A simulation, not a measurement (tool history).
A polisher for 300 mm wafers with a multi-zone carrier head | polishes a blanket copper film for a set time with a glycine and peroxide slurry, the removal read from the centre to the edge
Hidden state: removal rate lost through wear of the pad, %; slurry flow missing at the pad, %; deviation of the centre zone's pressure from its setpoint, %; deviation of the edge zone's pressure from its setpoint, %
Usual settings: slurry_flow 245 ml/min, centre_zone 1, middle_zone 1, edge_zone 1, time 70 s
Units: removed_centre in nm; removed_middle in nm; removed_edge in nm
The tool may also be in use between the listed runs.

run,hour,slurry_flow,centre_zone,middle_zone,edge_zone,time,wafers since the last listed run,wafers polished on this pad,hours since the slurry nozzle was cleaned,hours since the centre zone pressure was calibrated,hours since the edge zone pressure was calibrated,hours since the carrier head's membrane was replaced,"incoming thickness of the incoming film, nm",removed_centre,removed_middle,removed_edge
1,0,245,1,1,1,70,0,5453,752.8,173,379.9,402,2004.5,313.1,307.7,297.9
2,99.7,245,1,1,1,70,1681,7135,852.5,272.7,479.6,501.7,1972.6,308.7,313.3,306.6
3,145.6,245,1,1,1,70,774,7909,898.4,318.6,525.5,547.6,1956.9,312.8,308.4,302.4
# hour 158.4: carrier head's membrane replaced by a new one
# hour 206.7: slurry nozzle cleaned
4,225.5,245,1,1,1,70,1246,9156,18.8,398.5,605.4,67.1,1956.6,314,306.8,298.7
# hour 238.5: edge zone pressure recalibrated
# hour 272.6: worn pad replaced by a new one
5,313.9,245,1,1,1,70,1389,696,107.2,486.9,75.4,155.5,1968.6,311.8,308.8,299
6,391.4,245,1,1,0.94,70,1307,2003,184.7,564.4,152.9,233,1985.2,308.9,308.9,289.9
7,478.7,325,0.95,0.93,1,92,1472,3476,272,651.7,240.2,320.3,1941.7,404.1,393.6,395.1
8,522.7,245,1,1,1,70,742,4218,316,695.7,284.2,364.3,1985.1,310.4,309.2,295.7
9,621,245,1,1,0.88,85,1658,5876,414.3,794,382.5,462.6,1988.8,375.8,367,342.3
# hour 704.5: centre zone pressure recalibrated
# hour 788.3: edge zone pressure recalibrated
# hour 814: worn pad replaced by a new one
10,841.1,285,1,1,1,90,3577,456,634.4,136.6,52.8,682.7,1984.6,417.2,401.3,389.3
# hour 898.8: carrier head's membrane replaced by a new one
11,946.9,245,1,1,1,70,1700,2157,740.2,242.4,158.6,48.1,1956.7,307.1,313.6,288.7
12,987.4,245,1,1.06,0.9,70,683,2840,780.7,282.9,199.1,88.6,1981.9,315,324.2,282.1
13,1030.7,305,0.9,0.97,1,64,730,3570,824,326.2,242.4,131.9,1977.5,268.5,278.9,278.8
# hour 1086.3: slurry nozzle cleaned
14,1159.6,165,1,1,1.1,70,2157,5728,73.3,455.1,371.3,260.8,1977.9,291.8,287.6,297.3
15,1211.4,245,1,1,1,70,873,6602,125.1,506.9,423.1,312.6,1970.6,312,307.4,294.7
16,1308.6,245,0.96,1,0.89,91,1639,8241,222.3,604.1,520.3,409.8,1989,385.3,401.9,368.9
# hour 1416.3: worn pad replaced by a new one
# hour 1416.9: edge zone pressure recalibrated
# hour 1443: centre zone pressure recalibrated
# hour 1519: carrier head's membrane replaced by a new one
17,1613.8,245,1,1,1,70,4953,3203,527.5,170.8,196.9,94.8,1975.4,309.9,306.5,294.6
18,1675.3,245,1.09,1,1,84,1037,4241,589,232.3,258.4,156.3,1973.2,405.9,369.5,359.7
19,1755.1,245,0.94,1,1,70,1346,5587,668.8,312.1,338.2,236.1,1977.9,294.1,305.6,293.1
20,1794.1,245,1,1,1,70,657,6245,707.8,351.1,377.2,275.1,1988.3,309.5,304.8,300.2
# hour 1915.1: edge zone pressure recalibrated
21,2010.2,245,1.04,1,1,70,3611,9856,923.9,567.2,95.1,491.2,1963.3,329.4,307.2,304.8
# hour 2046.9: worn pad replaced by a new one
# hour 2076.4: slurry nozzle cleaned
22,2076.9,245,1,1,1,70,1040,489,0.5,633.9,161.8,557.9,1974.9,313.8,309.9,291.8

4 ways to go on from here, each from the tool as it stands after run 22. What would each give?
A,2077.3,245,1,1,1,70,6,496,0.9,634.3,162.2,558.3,1968.3,?,?,?
B,2077.3,170,0.92,1,0.89,86,6,496,0.9,634.3,162.2,558.3,1968.3,?,?,?
C,2077.3,245,0.92,1.04,0.92,79,6,496,0.9,634.3,162.2,558.3,1968.3,?,?,?
D,2077.3,245,0.95,1,1.03,70,6,496,0.9,634.3,162.2,558.3,1968.3,?,?,?

run,removed_centre,removed_middle,removed_edge
A,313.6,309.2,297.6
B,331.4,358.3,331.4
C,325.5,361,322.7
D,297.8,309.3,301.9
Without the tool's hidden state the same runs would have given:
run,removed_centre,removed_middle,removed_edge
A,313.6,309.2,297.6
B,331.4,358.3,331.4
C,325.5,361,322.7
D,297.8,309.3,301.9
